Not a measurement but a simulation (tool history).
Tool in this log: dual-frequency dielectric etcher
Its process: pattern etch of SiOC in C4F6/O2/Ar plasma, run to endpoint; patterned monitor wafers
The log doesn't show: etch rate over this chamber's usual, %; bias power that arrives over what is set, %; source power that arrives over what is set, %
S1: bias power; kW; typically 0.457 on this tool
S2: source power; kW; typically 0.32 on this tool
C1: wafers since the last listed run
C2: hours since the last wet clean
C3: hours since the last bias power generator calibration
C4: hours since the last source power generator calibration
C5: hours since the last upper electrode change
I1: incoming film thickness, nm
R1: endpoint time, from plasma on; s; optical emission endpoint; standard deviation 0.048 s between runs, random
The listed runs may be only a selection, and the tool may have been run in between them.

Run 1, hour 0: usual settings but S2 0.28 kW; C1 0; C2 105.2; C3 2663.1; C4 3529.6; C5 3752.4; I1 38.9. Result: R1 17 s.
Run 2, hour 34.5: usual settings but S1 0.545 kW; C1 381; C2 139.7; C3 2697.6; C4 3564.1; C5 3786.9; I1 38.4. Result: R1 15.1 s.
Run 3, hour 57.2: usual settings but S2 0.26 kW; C1 251; C2 162.4; C3 2720.3; C4 3586.8; C5 3809.6; I1 38.84. Result: R1 17.6 s.
Run 4, hour 88.9: usual settings but S1 0.395 kW; C1 350; C2 194.1; C3 2752; C4 3618.5; C5 3841.3; I1 38.69. Result: R1 16.8 s.
Run 5, hour 116: usual settings; C1 299; C2 221.2; C3 2779.1; C4 3645.6; C5 3868.4; I1 38.75. Result: R1 16.2 s.
Run 6, hour 144.5: usual settings; C1 315; C2 249.7; C3 2807.6; C4 3674.1; C5 3896.9; I1 38.97. Result: R1 16.3 s.
Run 7, hour 160.6: usual settings; C1 178; C2 265.8; C3 2823.7; C4 3690.2; C5 3913; I1 38.92. Result: R1 16.3 s.
Run 8, hour 179.6: usual settings but S1 0.511 kW; C1 210; C2 284.8; C3 2842.7; C4 3709.2; C5 3932; I1 38.49. Result: R1 15.5 s.
Run 9, hour 210.7: usual settings but S1 0.511 kW; C1 344; C2 315.9; C3 2873.8; C4 3740.3; C5 3963.1; I1 38.59. Result: R1 15.7 s.
Run 10, hour 234: usual settings but S1 0.497 kW; C1 257; C2 339.2; C3 2897.1; C4 3763.6; C5 3986.4; I1 39.11. Result: R1 16 s.
Run 11, hour 253.6: usual settings but S1 0.497 kW; C1 216; C2 358.8; C3 2916.7; C4 3783.2; C5 4006; I1 38.97. Result: R1 15.9 s.
Run 12, hour 282.5: usual settings; C1 319; C2 387.7; C3 2945.6; C4 3812.1; C5 4034.9; I1 38.74. Result: R1 16.4 s.
At hour 293.3: bias power generator calibrated.
At hour 320.6: wet clean of the chamber.
Run 13, hour 321.1: usual settings; C1 117; C2 0.5; C3 27.8; C4 3850.7; C5 4073.5; I1 38.66. Result: R1 15.9 s.
Run 14, hour 350.1: usual settings but S2 0.38 kW; C1 321; C2 29.5; C3 56.8; C4 3879.7; C5 4102.5; I1 38.89. Result: R1 15.1 s.
Run 15, hour 366.2: usual settings but S1 0.539 kW, S2 0.4 kW; C1 178; C2 45.6; C3 72.9; C4 3895.8; C5 4118.6; I1 38.94. Result: R1 14.1 s.
Run 16, hour 394.8: usual settings but S2 0.29 kW; C1 316; C2 74.2; C3 101.5; C4 3924.4; C5 4147.2; I1 39.15. Result: R1 16.9 s.
Run 17, hour 427.3: usual settings; C1 359; C2 106.7; C3 134; C4 3956.9; C5 4179.7; I1 38.9. Result: R1 16.2 s.
Run 18, hour 444.9: usual settings but S1 0.363 kW, S2 0.28 kW; C1 194; C2 124.3; C3 151.6; C4 3974.5; C5 4197.3; I1 38.62. Result: R1 18.3 s.
At hour 454.2: source power generator calibrated.
Run 19, hour 474.9: usual settings but S2 0.36 kW; C1 287; C2 154.3; C3 181.6; C4 20.7; C5 4227.3; I1 39.14. Result: R1 15.6 s.
At hour 529.3: upper electrode replaced.
Run 20, hour 529.8: usual settings but S1 0.495 kW; C1 342; C2 209.2; C3 236.5; C4 75.6; C5 0.5; I1 39.06. Result: R1 16 s.
Run 21, hour 535.8: usual settings but S1 0.501 kW, S2 0.38 kW; C1 66; C2 215.2; C3 242.5; C4 81.6; C5 6.5; I1 38.48. Result: R1 14.7 s.
Run 22, hour 553.1: usual settings but S1 0.555 kW, S2 0.26 kW; C1 191; C2 232.5; C3 259.8; C4 98.9; C5 23.8; I1 38.74. Result: R1 16.7 s.
Run 23, hour 588.3: usual settings but S1 0.49 kW; C1 389; C2 267.7; C3 295; C4 134.1; C5 59; I1 38.88. Result: R1 16.1 s.
Run 24, hour 615.8: usual settings but S1 0.514 kW, S2 0.26 kW; C1 304; C2 295.2; C3 322.5; C4 161.6; C5 86.5; I1 38.88. Result: R1 17.3 s.
Run 25, hour 638.1: usual settings but S1 0.344 kW; C1 246; C2 317.5; C3 344.8; C4 183.9; C5 108.8; I1 38.91. Result: R1 17.9 s.
Run 26, hour 668.1: usual settings but S1 0.405 kW, S2 0.37 kW; C1 332; C2 347.5; C3 374.8; C4 213.9; C5 138.8; I1 38.65. Result: R1 16 s.
Run 27, hour 690.5: usual settings but S1 0.494 kW; C1 247; C2 369.9; C3 397.2; C4 236.3; C5 161.2; I1 39.1. Result: R1 16.2 s.
Run 28, hour 761.2: usual settings but S1 0.545 kW, S2 0.26 kW; C1 782; C2 440.6; C3 467.9; C4 307; C5 231.9; I1 39. Result: R1 17.1 s.
Run 29, hour 794.8: usual settings but S1 0.354 kW, S2 0.35 kW; C1 371; C2 474.2; C3 501.5; C4 340.6; C5 265.5; I1 39.2. Result: R1 17.6 s.
Run 30, hour 829: usual settings but S1 0.502 kW; C1 378; C2 508.4; C3 535.7; C4 374.8; C5 299.7; I1 38.54. Result: R1 16.1 s.
At hour 854.1: wet clean of the chamber.
Run 31, hour 856.6: usual settings; C1 39; C2 2.5; C3 563.3; C4 402.4; C5 327.3; I1 38.67. Result: R1 16 s.
Run 32, hour 873: usual settings; C1 181; C2 18.9; C3 579.7; C4 418.8; C5 343.7; I1 38.76. Result: R1 16.1 s.
Run 33, hour 889.7: usual settings but S1 0.349 kW, S2 0.28 kW; C1 184; C2 35.6; C3 596.4; C4 435.5; C5 360.4; I1 38.63. Result: R1 18.2 s.
Run 34, hour 912.8: usual settings; C1 255; C2 58.7; C3 619.5; C4 458.6; C5 383.5; I1 38.66. Result: R1 16.1 s.

Branching from run 34: 5 alternative next runs. What would each branch give?
Run A, hour 913.2: usual settings but S2 0.25 kW; C1 4; C2 59.1; C3 619.9; C4 459; C5 383.9; I1 38.92. Result: R1 ?.
Run B, hour 913.2: usual settings but S1 0.368 kW, S2 0.27 kW; C1 4; C2 59.1; C3 619.9; C4 459; C5 383.9; I1 38.92. Result: R1 ?.
Run C, hour 913.2: usual settings but S1 0.355 kW, S2 0.29 kW; C1 4; C2 59.1; C3 619.9; C4 459; C5 383.9; I1 38.92. Result: R1 ?.
Run D, hour 913.2: usual settings but S1 0.558 kW, S2 0.25 kW; C1 4; C2 59.1; C3 619.9; C4 459; C5 383.9; I1 38.92. Result: R1 ?.
Run E, hour 913.2: usual settings but S1 0.423 kW; C1 4; C2 59.1; C3 619.9; C4 459; C5 383.9; I1 38.92. Result: R1 ?.

run    R1
  A  17.8
  B  18.4
  C    18
  D  16.7
  E  16.5
Stripped of hidden state, with their random variation kept, the same runs would have yielded:
run    R1
  A  17.6
  B  18.2
  C  17.9
  D  16.6
  E  16.3
